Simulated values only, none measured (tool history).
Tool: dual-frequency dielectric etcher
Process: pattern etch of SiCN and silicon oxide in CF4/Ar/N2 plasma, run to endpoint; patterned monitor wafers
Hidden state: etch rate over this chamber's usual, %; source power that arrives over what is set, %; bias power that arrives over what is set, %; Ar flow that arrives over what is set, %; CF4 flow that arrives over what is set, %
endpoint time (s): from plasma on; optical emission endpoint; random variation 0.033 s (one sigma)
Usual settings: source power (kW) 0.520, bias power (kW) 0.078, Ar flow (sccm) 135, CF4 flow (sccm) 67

| run | hour | source power (kW) | bias power (kW) | Ar flow (sccm) | CF4 flow (sccm) | wafers since the last listed run | hours since the last wet clean | hours since the last source power generator calibration | hours since the last bias power generator calibration | hours since the last Ar flow controller change | hours since the last CF4 flow controller change | hours since the last upper electrode change | incoming incoming film thickness, nm | endpoint time (s) |
|---|---|---|---|---|---|---|---|---|---|---|---|---|---|---|
| 1 | 0.0 | 0.520 | 0.067 | 135 | 67 | 0 | 287.8 | 1404.8 | 2444.3 | 1910.3 | 1928.3 | 5216.6 | 10.65 | 10.7 |
| 2 | 12.4 | 0.520 | 0.078 | 135 | 67 | 186 | 300.2 | 1417.2 | 2456.7 | 1922.7 | 1940.7 | 5229.0 | 10.77 | 10.6 |
| 3 | 21.2 | 0.520 | 0.078 | 112 | 67 | 132 | 309.0 | 1426.0 | 2465.5 | 1931.5 | 1949.5 | 5237.8 | 10.69 | 10.2 |
| 4 | 38.9 | 0.520 | 0.078 | 112 | 67 | 266 | 326.7 | 1443.7 | 2483.2 | 1949.2 | 1967.2 | 5255.5 | 10.68 | 10.2 |
| 5 | 46.0 | 0.520 | 0.078 | 135 | 67 | 106 | 333.8 | 1450.8 | 2490.3 | 1956.3 | 1974.3 | 5262.6 | 10.66 | 10.4 |
| 6 | 63.9 | 0.520 | 0.078 | 135 | 67 | 269 | 351.7 | 1468.7 | 2508.2 | 1974.2 | 1992.2 | 5280.5 | 10.79 | 10.5 |
| 7 | 80.9 | 0.520 | 0.078 | 135 | 67 | 256 | 368.7 | 1485.7 | 2525.2 | 1991.2 | 2009.2 | 5297.5 | 10.71 | 10.4 |
| 8 | 93.6 | 0.520 | 0.078 | 135 | 67 | 191 | 381.4 | 1498.4 | 2537.9 | 2003.9 | 2021.9 | 5310.2 | 10.70 | 10.5 |
| 9 | 120.7 | 0.520 | 0.078 | 135 | 67 | 408 | 408.5 | 1525.5 | 2565.0 | 2031.0 | 2049.0 | 5337.3 | 10.74 | 10.5 |
|  | 129.5 | CF4 flow controller replaced |
| 10 | 130.6 | 0.520 | 0.078 | 135 | 67 | 58 | 418.4 | 1535.4 | 2574.9 | 2040.9 | 1.1 | 5347.2 | 10.69 | 10.4 |
| 11 | 145.2 | 0.590 | 0.083 | 135 | 67 | 219 | 433.0 | 1550.0 | 2589.5 | 2055.5 | 15.7 | 5361.8 | 10.66 | 9.5 |
|  | 159.8 | bias power generator calibrated |
|  | 178.6 | wet clean of the chamber |
| 12 | 179.1 | 0.570 | 0.092 | 135 | 67 | 166 | 0.5 | 1583.9 | 19.3 | 2089.4 | 49.6 | 5395.7 | 10.75 | 10.1 |
|  | 202.5 | source power generator calibrated |
|  | 204.5 | upper electrode replaced |
| 13 | 205.0 | 0.520 | 0.078 | 135 | 67 | 300 | 26.4 | 2.5 | 45.2 | 2115.3 | 75.5 | 0.5 | 10.64 | 10.9 |
| 14 | 205.3 | 0.560 | 0.078 | 156 | 72 | 4 | 26.7 | 2.8 | 45.5 | 2115.6 | 75.8 | 0.8 | 10.68 | 10.6 |
| 15 | 208.8 | 0.640 | 0.066 | 117 | 67 | 52 | 30.2 | 6.3 | 49.0 | 2119.1 | 79.3 | 4.3 | 10.66 | 9.7 |
|  | 239.2 | Ar flow controller replaced |
| 16 | 247.7 | 0.520 | 0.064 | 149 | 73 | 495 | 69.1 | 45.2 | 87.9 | 8.5 | 118.2 | 43.2 | 10.55 | 11.1 |
| 17 | 258.7 | 0.440 | 0.060 | 158 | 74 | 165 | 80.1 | 56.2 | 98.9 | 19.5 | 129.2 | 54.2 | 10.74 | 12.6 |
| 18 | 292.7 | 0.520 | 0.078 | 135 | 67 | 512 | 114.1 | 90.2 | 132.9 | 53.5 | 163.2 | 88.2 | 10.58 | 10.7 |
| 19 | 309.4 | 0.520 | 0.078 | 135 | 67 | 251 | 130.8 | 106.9 | 149.6 | 70.2 | 179.9 | 104.9 | 10.79 | 10.9 |
| 20 | 326.3 | 0.470 | 0.095 | 109 | 67 | 254 | 147.7 | 123.8 | 166.5 | 87.1 | 196.8 | 121.8 | 10.76 | 10.7 |
| 21 | 343.8 | 0.520 | 0.078 | 135 | 67 | 263 | 165.2 | 141.3 | 184.0 | 104.6 | 214.3 | 139.3 | 10.74 | 10.8 |
| 22 | 350.4 | 0.520 | 0.062 | 135 | 54 | 99 | 171.8 | 147.9 | 190.6 | 111.2 | 220.9 | 145.9 | 10.64 | 11.6 |

Hidden state at the last listed run before each entry between runs and at the first one after, where it differs:
Between runs 9 and 10: CF4 flow controller replaced (hour 129.5)
  etch rate over this chamber's usual, %: 4.97 -> 5.07
  measured less the result without the state, endpoint time (s): -0.5 -> -0.6
Between runs 11 and 12: bias power generator calibrated (hour 159.8); wet clean of the chamber (hour 178.6)
  etch rate over this chamber's usual, %: 5.23 -> -0.418
  measured less the result without the state, endpoint time (s): -0.5 -> +0.0
Between runs 12 and 13: source power generator calibrated (hour 202.5); upper electrode replaced (hour 204.5)
  etch rate over this chamber's usual, %: -0.418 -> -0.145
  measured less the result without the state, endpoint time (s): +0.0 -> +0.1
Between runs 15 and 16: Ar flow controller replaced (hour 239.2)
  etch rate over this chamber's usual, %: -0.105 -> 0.306
  measured less the result without the state, endpoint time (s): +0.0 -> +0.0
